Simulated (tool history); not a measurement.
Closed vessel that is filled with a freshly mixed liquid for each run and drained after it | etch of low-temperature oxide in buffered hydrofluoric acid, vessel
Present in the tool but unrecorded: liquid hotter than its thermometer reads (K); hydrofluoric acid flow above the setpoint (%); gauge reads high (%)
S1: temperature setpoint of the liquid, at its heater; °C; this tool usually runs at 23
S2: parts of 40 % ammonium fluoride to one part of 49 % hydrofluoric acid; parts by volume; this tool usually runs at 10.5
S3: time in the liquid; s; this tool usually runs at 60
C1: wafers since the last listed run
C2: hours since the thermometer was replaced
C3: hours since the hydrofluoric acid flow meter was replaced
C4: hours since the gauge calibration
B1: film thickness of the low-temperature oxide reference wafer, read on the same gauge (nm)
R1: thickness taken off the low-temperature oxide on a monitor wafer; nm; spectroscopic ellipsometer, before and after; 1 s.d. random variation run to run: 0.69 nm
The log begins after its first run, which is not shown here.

run 2 hour=43.7 | S1=20 S2=10.5 S3=60 | C1=3162 C2=1688.7 C3=579.2 C4=991.8 | B1=149.97 | R1=169.65
run 3 hour=71.3 | S1=21.5 S2=10.5 S3=60 | C1=1997 C2=1716.3 C3=606.8 C4=1019.4 | B1=149.99 | R1=183
run 4 hour=106.8 | S1=21.5 S2=10.5 S3=60 | C1=2569 C2=1751.8 C3=642.3 C4=1054.9 | B1=149.98 | R1=184.07
run 5 hour=143.2 | S1=21.5 S2=10.5 S3=60 | C1=2634 C2=1788.2 C3=678.7 C4=1091.3 | B1=149.97 | R1=183.69
-- hour=157.1 hydrofluoric acid flow meter replaced
run 6 hour=206.9 | S1=23 S2=10.5 S3=60 | C1=4537 C2=1851.9 C3=49.8 C4=1155 | B1=150.01 | R1=202.01
run 7 hour=270.7 | S1=23 S2=10.5 S3=60 | C1=4617 C2=1915.7 C3=113.6 C4=1218.8 | B1=150.03 | R1=200.69
run 8 hour=312.9 | S1=23 S2=12.5 S3=60 | C1=3054 C2=1957.9 C3=155.8 C4=1261 | B1=150.01 | R1=169.13
run 9 hour=375.6 | S1=23 S2=12.5 S3=60 | C1=4537 C2=2020.6 C3=218.5 C4=1323.7 | B1=149.99 | R1=169.52
run 10 hour=437.8 | S1=23 S2=10.5 S3=60 | C1=4501 C2=2082.8 C3=280.7 C4=1385.9 | B1=149.98 | R1=202.17
run 11 hour=477.7 | S1=23 S2=10.5 S3=60 | C1=2887 C2=2122.7 C3=320.6 C4=1425.8 | B1=150.03 | R1=201.83
run 12 hour=512.6 | S1=23 S2=10.5 S3=60 | C1=2525 C2=2157.6 C3=355.5 C4=1460.7 | B1=150.03 | R1=202.79
run 13 hour=551.2 | S1=23 S2=10.5 S3=60 | C1=2793 C2=2196.2 C3=394.1 C4=1499.3 | B1=149.99 | R1=202.82
run 14 hour=616.3 | S1=23 S2=10.5 S3=60 | C1=4711 C2=2261.3 C3=459.2 C4=1564.4 | B1=149.98 | R1=204.04
-- hour=638.5 gauge calibrated
run 15 hour=675.7 | S1=23 S2=10.5 S3=60 | C1=4298 C2=2320.7 C3=518.6 C4=37.2 | B1=149.99 | R1=202.64
run 16 hour=742 | S1=23 S2=10.5 S3=60 | C1=4798 C2=2387 C3=584.9 C4=103.5 | B1=150.01 | R1=203.58
run 17 hour=802.4 | S1=23 S2=12 S3=75 | C1=4371 C2=2447.4 C3=645.3 C4=163.9 | B1=150.03 | R1=223.75

For run 18, what comes out?
run 18 hour=852.5 | S1=23 S2=10.5 S3=60 | C1=3625 C2=2497.5 C3=695.4 C4=214 | B1=? | R1=?

B1: 150.03
R1: 204.45 nm
If the tool had no hidden condition, the same run with the same run-to-run variation would have returned R1 187.76 nm.
